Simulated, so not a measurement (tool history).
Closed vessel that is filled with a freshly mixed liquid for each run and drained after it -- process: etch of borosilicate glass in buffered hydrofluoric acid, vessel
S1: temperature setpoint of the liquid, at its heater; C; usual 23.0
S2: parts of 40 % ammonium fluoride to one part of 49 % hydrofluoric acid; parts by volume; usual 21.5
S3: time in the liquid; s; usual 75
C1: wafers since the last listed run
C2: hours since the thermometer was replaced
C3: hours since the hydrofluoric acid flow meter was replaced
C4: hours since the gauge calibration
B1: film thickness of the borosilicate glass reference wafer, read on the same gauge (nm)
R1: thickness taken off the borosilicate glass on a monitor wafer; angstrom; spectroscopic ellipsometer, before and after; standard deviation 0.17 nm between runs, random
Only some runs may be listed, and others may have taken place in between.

run	hour	S1	S2	S3	C1	C2	C3	C4	B1	R1
1	0.0	21.0	25.5	75	0	87.8	618.9	479.8	80.01	355.8
2	79.0	21.0	25.5	75	8131	166.8	697.9	558.8	80.01	355.1
3	176.5	21.0	25.5	75	10036	264.3	795.4	656.3	79.99	352.9
4	282.2	20.5	21.5	75	10880	370.0	901.1	762.0	80.01	390.4
5	360.2	20.5	21.5	75	8029	448.0	979.1	840.0	80.00	389.8
6	439.9	20.5	21.5	75	8204	527.7	1058.8	919.7	80.02	388.9
7	477.3	23.0	21.5	75	3849	565.1	1096.2	957.1	79.99	442.1
8	533.0	23.0	21.5	100	5733	620.8	1151.9	1012.8	80.02	592.7
9	606.7	23.0	21.5	75	7586	694.5	1225.6	1086.5	80.00	444.2
10	646.2	23.0	21.5	75	4065	734.0	1265.1	1126.0	80.00	444.0
11	702.0	21.5	21.5	75	5743	789.8	1320.9	1181.8	79.99	408.7
12	775.1	19.0	26.0	40	7524	862.9	1394.0	1254.9	79.99	166.9
# hour 838.2: gauge calibrated
# hour 839.3: hydrofluoric acid flow meter replaced
13	856.8	18.5	21.5	60	8306	944.6	17.5	18.6	80.01	278.1
14	901.2	23.0	14.0	75	4570	989.0	61.9	63.0	80.01	671.0
# hour 922.6: thermometer replaced
15	985.2	18.5	21.5	60	8543	62.6	145.9	147.0	79.99	277.2
16	1073.8	23.0	21.5	95	9120	151.2	234.5	235.6	80.03	565.2
17	1112.0	19.0	25.0	60	3932	189.4	272.7	273.8	80.02	256.5
18	1175.9	19.5	21.5	90	6577	253.3	336.6	337.7	80.01	441.3
19	1263.7	23.0	21.5	75	9037	341.1	424.4	425.5	80.01	444.3
20	1305.9	21.5	21.5	75	4343	383.3	466.6	467.7	79.98	410.2
21	1345.2	23.0	21.5	75	4045	422.6	505.9	507.0	80.01	441.1

Each row is a separate what-if for the run after 21, all from the same tool condition, not one after another. Results?
A	1345.9	23.0	21.5	75	72	423.3	506.6	507.7	?	?
B	1345.9	21.5	21.5	100	72	423.3	506.6	507.7	?	?
C	1345.9	24.5	29.5	65	72	423.3	506.6	507.7	?	?

run	B1	R1
A	80.00	445.1
B	80.00	547.0
C	80.00	336.1
With no hidden state in the tool, these same runs would have given:
run	R1
A	445.1
B	547.0
C	336.1

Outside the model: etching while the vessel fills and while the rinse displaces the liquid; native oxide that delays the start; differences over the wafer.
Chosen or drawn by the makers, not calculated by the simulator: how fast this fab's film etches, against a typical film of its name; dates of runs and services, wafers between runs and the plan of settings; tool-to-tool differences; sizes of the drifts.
